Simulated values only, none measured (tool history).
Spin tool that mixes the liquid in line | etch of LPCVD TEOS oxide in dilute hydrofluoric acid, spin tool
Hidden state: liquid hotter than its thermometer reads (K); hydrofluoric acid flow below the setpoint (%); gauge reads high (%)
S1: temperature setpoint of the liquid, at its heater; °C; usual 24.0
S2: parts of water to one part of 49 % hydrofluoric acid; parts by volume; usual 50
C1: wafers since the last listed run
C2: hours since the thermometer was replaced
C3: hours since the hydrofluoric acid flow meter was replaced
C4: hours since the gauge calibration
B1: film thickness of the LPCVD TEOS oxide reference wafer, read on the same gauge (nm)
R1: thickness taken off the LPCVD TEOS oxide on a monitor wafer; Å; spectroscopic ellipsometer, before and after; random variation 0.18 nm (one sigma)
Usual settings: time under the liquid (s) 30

Run 1, day 0.000: usual settings; C1 0; C2 947.7; C3 361.4; C4 1188.5; B1 130.03. Result: R1 219.0 Å.
Run 2, day 1.808: usual settings; C1 821; C2 991.1; C3 404.8; C4 1231.9; B1 130.00. Result: R1 217.9 Å.
Run 3, day 3.846: usual settings; C1 926; C2 1040.0; C3 453.7; C4 1280.8; B1 130.00. Result: R1 213.3 Å.
At day 7.254: hydrofluoric acid flow meter replaced.
Run 4, day 8.175: usual settings; C1 1948; C2 1143.9; C3 22.1; C4 1384.7; B1 130.02. Result: R1 218.2 Å.
Run 5, day 14.608: usual settings; C1 2923; C2 1298.3; C3 176.5; C4 1539.1; B1 130.01. Result: R1 219.7 Å.
Run 6, day 20.083: usual settings; C1 2488; C2 1429.7; C3 307.9; C4 1670.5; B1 130.00. Result: R1 222.5 Å.
Run 7, day 22.488: usual settings but S2 35 parts by volume; C1 1092; C2 1487.4; C3 365.6; C4 1728.2; B1 130.02. Result: R1 321.2 Å.
At day 23.912: gauge calibrated.
Run 8, day 26.533: usual settings but S2 35 parts by volume; C1 1838; C2 1584.5; C3 462.7; C4 62.9; B1 129.98. Result: R1 328.1 Å.
Run 9, day 29.812: usual settings; C1 1490; C2 1663.2; C3 541.4; C4 141.6; B1 129.98. Result: R1 219.7 Å.
Run 10, day 33.804: usual settings but S1 19.5 °C, S2 35 parts by volume; C1 1814; C2 1759.0; C3 637.2; C4 237.4; B1 130.00. Result: R1 268.8 Å.
At day 35.504: hydrofluoric acid flow meter replaced.
At day 42.004: thermometer replaced.
Run 11, day 46.262: usual settings but S1 29.0 °C, S2 55 parts by volume, time under the liquid (s) 25; C1 5624; C2 102.2; C3 258.2; C4 536.4; B1 130.00. Result: R1 195.1 Å.
Run 12, day 50.104: usual settings but S1 26.5 °C, S2 65 parts by volume, time under the liquid (s) 20; C1 1746; C2 194.4; C3 350.4; C4 628.6; B1 129.99. Result: R1 118.8 Å.
Run 13, day 52.150: usual settings but S1 29.0 °C, S2 65 parts by volume, time under the liquid (s) 25; C1 929; C2 243.5; C3 399.5; C4 677.7; B1 130.01. Result: R1 163.1 Å.
Run 14, day 56.254: usual settings but S1 25.5 °C, S2 60 parts by volume, time under the liquid (s) 15; C1 1865; C2 342.0; C3 498.0; C4 776.2; B1 130.01. Result: R1 93.9 Å.
At day 58.421: hydrofluoric acid flow meter replaced.
Run 15, day 59.550: usual settings; C1 1479; C2 421.1; C3 27.1; C4 855.3; B1 129.99. Result: R1 211.3 Å.

Run 16 comes next. What will it give?
Run 16, day 62.017: usual settings but S1 19.0 °C, S2 65 parts by volume, time under the liquid (s) 45; C1 1121; C2 480.3; C3 86.3; C4 914.5; B1 ?. Result: R1 ?.

Run 16 gave B1 130.00, R1 200.0 Å.
Without the tool's hidden state the same run would have given R1 193.8 Å.
